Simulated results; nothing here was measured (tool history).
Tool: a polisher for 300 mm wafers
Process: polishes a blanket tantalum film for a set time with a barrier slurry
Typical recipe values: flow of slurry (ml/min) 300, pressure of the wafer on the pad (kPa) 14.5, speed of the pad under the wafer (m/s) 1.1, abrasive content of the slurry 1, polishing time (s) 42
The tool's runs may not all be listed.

run   hour  flow of slurry (ml/min)  pressure of the wafer on the pad (kPa)  speed of the pad under the wafer (m/s)  abrasive content of the slurry  polishing time (s)  incoming thickness of the incoming film, nm  film removed (nm)
  1      0                      300                                    14.5                                     1.1                               1                  42                                        233.7               83.3
  2   53.2                      220                                    14.5                                     1.1                               1                  42                                        230.2               77.8
  3  113.3                      220                                    14.5                                     1.1                               1                  42                                        227.9               77.8
  4  144.4                      220                                    14.5                                     1.1                               1                  42                                        230.7                 77
     148.8  -- slurry blender recalibrated
       186  -- worn pad replaced by a new one
  5  198.2                      300                                    14.5                                     1.1                               1                  42                                        232.6                 78
     237.9  -- head pressure recalibrated
  6  265.8                      300                                    14.5                                     1.1                             0.9                  42                                        231.7               76.1
  7  320.6                      300                                    14.5                                     1.1                             0.9                  42                                        227.5               75.9
     340.7  -- slurry blender recalibrated
  8  350.9                      300                                    14.5                                     1.1                             0.9                  42                                        228.7               75.5
     371.7  -- slurry nozzle cleaned
  9  386.3                      300                                    14.5                                     1.1                               1                  42                                        225.9               81.5
       401  -- worn pad replaced by a new one
 10    443                      300                                    14.5                                     1.1                               1                  42                                        228.9                 81
 11  468.2                      225                                    14.5                                     1.3                               1                  42                                        230.2               88.3
       527  -- head pressure recalibrated
       588  -- slurry blender recalibrated
 12  610.6                      400                                    14.5                                    1.26                            1.25                  35                                        227.3               78.5
     632.7  -- worn pad replaced by a new one
 13    636                      390                                     9.7                                     1.1                             1.2                  27                                        229.8               40.6
 14  696.1                      260                                    17.9                                     1.1                               1                  42                                        233.1                 88
 15  720.2                      300                                    14.5                                     1.1                               1                  42                                        231.5               77.2
     769.1  -- slurry nozzle cleaned
     804.5  -- slurry blender recalibrated
     816.9  -- head pressure recalibrated
 16  831.5                      300                                    14.5                                     1.1                               1                  48                                          234               93.2
       848  -- worn pad replaced by a new one
 17  901.7                      200                                    18.6                                       1                            1.15                  42                                        225.8               87.9
 18    967                      300                                    12.4                                    1.42                             0.9                  42                                        225.6               86.4

Run 19 has not been measured yet. What should we expect?
 19  1036.4                      300                                    17.9                                     1.1                               1                  42                                          230                  ?

Run 19 gave film removed (nm) 92.7.
With no hidden state in the tool, this same run would have given film removed (nm) 96.5.
